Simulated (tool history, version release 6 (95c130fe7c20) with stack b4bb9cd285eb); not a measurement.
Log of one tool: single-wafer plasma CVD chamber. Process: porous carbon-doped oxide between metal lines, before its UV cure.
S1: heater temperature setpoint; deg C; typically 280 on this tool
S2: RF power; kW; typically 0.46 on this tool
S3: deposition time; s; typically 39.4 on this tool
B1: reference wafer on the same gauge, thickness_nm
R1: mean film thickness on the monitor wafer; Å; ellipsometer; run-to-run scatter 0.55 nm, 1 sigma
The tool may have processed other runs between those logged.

run	hour	S1	S2	S3	B1	R1
1	0	283	0.46	39.4	272.372	2292.73
2	13.7	277	0.46	41.6	271.75	2523.3
3	23.3	277	0.46	41.6	271.939	2521.77
4	36.7	280	0.415	39.4	271.955	2176.55
5	51.6	280	0.52	43.6	272.301	2771.28
6	58.6	280	0.52	43.6	271.694	2756.09
7	65.1	280	0.52	43.6	271.967	2772.44
# hour 74.4: showerhead replaced
8	75.7	280	0.41	42.2	271.872	2296.67
# hour 96.5: thermocouple changed; heater temperature recalibrated
9	97	269	0.43	44.6	272.067	2717.46
# hour 103.5: gauge calibrated
10	107.5	283	0.46	39.4	271.873	2271.07
11	113.8	293	0.425	39.4	272.113	2005.15
# hour 126.2: RF generator calibrated
12	126.7	280	0.46	39.4	271.9	2223.77
13	133.7	272	0.46	39.4	271.722	2356.89
# hour 154.3: RF generator calibrated, repeated, since the last time left the tool worse
14	154.8	271	0.52	39.4	271.974	2737.37
15	185.7	280	0.46	43	272.119	2605.46

Predict each of these 3 candidate next runs independently; none follows another, all start after run 15:
A	186.1	280	0.46	39.4	?	?
B	186.1	275	0.46	35.3	?	?
C	186.1	280	0.505	39.4	?	?

run	B1	R1
A	272.164	2386.11
B	272.164	2224.1
C	272.164	2520.47
With the hidden condition removed and each run's random variation left untouched, the same runs would have given:
run	R1
A	2386.62
B	2224.57
C	2521.01
